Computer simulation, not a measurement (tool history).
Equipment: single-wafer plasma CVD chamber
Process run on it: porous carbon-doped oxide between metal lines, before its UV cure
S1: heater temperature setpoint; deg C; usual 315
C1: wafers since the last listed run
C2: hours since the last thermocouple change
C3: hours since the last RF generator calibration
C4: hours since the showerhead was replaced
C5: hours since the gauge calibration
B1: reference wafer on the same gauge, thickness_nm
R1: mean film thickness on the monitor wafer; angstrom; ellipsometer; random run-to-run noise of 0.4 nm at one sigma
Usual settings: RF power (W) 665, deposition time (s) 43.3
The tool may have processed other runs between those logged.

Run 1, hour 0.0: usual settings but S1 306 deg C, RF power (W) 565; C1 0; C2 970.9; C3 2243.0; C4 5332.0; C5 133.6; B1 300.032. Result: R1 2235.96 angstrom.
Run 2, hour 19.2: usual settings but S1 306 deg C, RF power (W) 565; C1 490; C2 990.1; C3 2262.2; C4 5351.2; C5 152.8; B1 299.965. Result: R1 2227.33 angstrom.
At hour 35.9: gauge calibrated.
Run 3, hour 39.4: usual settings but S1 306 deg C, RF power (W) 565; C1 516; C2 1010.3; C3 2282.4; C4 5371.4; C5 3.5; B1 299.998. Result: R1 2225.30 angstrom.
Run 4, hour 57.9: usual settings but RF power (W) 570; C1 472; C2 1028.8; C3 2300.9; C4 5389.9; C5 22.0; B1 299.927. Result: R1 2144.81 angstrom.
Run 5, hour 74.1: usual settings but RF power (W) 570; C1 414; C2 1045.0; C3 2317.1; C4 5406.1; C5 38.2; B1 300.021. Result: R1 2140.75 angstrom.
At hour 109.3: RF generator calibrated.
Run 6, hour 109.8: usual settings but S1 306 deg C; C1 707; C2 1080.7; C3 0.5; C4 5441.8; C5 73.9; B1 300.173. Result: R1 2749.22 angstrom.
Run 7, hour 132.1: usual settings; C1 569; C2 1103.0; C3 22.8; C4 5464.1; C5 96.2; B1 299.974. Result: R1 2626.95 angstrom.
Run 8, hour 147.1: usual settings but RF power (W) 790, deposition time (s) 49.4; C1 383; C2 1118.0; C3 37.8; C4 5479.1; C5 111.2; B1 300.051. Result: R1 3422.83 angstrom.
At hour 171.7: thermocouple changed; heater temperature recalibrated.
At hour 184.6: showerhead replaced.
Run 9, hour 185.1: usual settings but S1 326 deg C, RF power (W) 775, deposition time (s) 37.3; C1 562; C2 13.4; C3 75.8; C4 0.5; C5 149.2; B1 300.133. Result: R1 2367.83 angstrom.
Run 10, hour 209.8: usual settings but RF power (W) 585; C1 631; C2 38.1; C3 100.5; C4 25.2; C5 173.9; B1 300.030. Result: R1 2292.34 angstrom.
At hour 225.7: gauge calibrated.
Run 11, hour 242.9: usual settings but S1 306 deg C, RF power (W) 565; C1 846; C2 71.2; C3 133.6; C4 58.3; C5 17.2; B1 300.073. Result: R1 2325.73 angstrom.
Run 12, hour 261.3: usual settings; C1 470; C2 89.6; C3 152.0; C4 76.7; C5 35.6; B1 299.973. Result: R1 2564.16 angstrom.
Run 13, hour 283.3: usual settings but S1 311 deg C, RF power (W) 780; C1 562; C2 111.6; C3 174.0; C4 98.7; C5 57.6; B1 299.991. Result: R1 2956.37 angstrom.
Run 14, hour 296.7: usual settings but S1 327 deg C, RF power (W) 755, deposition time (s) 37.3; C1 342; C2 125.0; C3 187.4; C4 112.1; C5 71.0; B1 299.810. Result: R1 2322.56 angstrom.

Some steps in R1, run to run, broken into two amounts with sign: the step expected even without the hidden condition (settings, incoming material, random variation), and the rest, left for the hidden condition together with whatever gauge scatter is not in both the measured and the hidden-condition-free result:
Hidden state present: wafer temperature above the value expected at the setpoint (K); delivered RF power above the setpoint (%); gauge reads high (%).
Run 5 -> 6: S1 315 -> 306, RF power (W) 570 -> 665, RF generator calibrated. R1 +608.47 angstrom: hidden state +188.66, all else +419.81.
Run 8 -> 9: S1 315 -> 326, RF power (W) 790 -> 775, deposition time (s) 49.4 -> 37.3, thermocouple changed; heater temperature recalibrated, showerhead replaced. R1 -1055.00 angstrom: hidden state -110.25, all else -944.75.
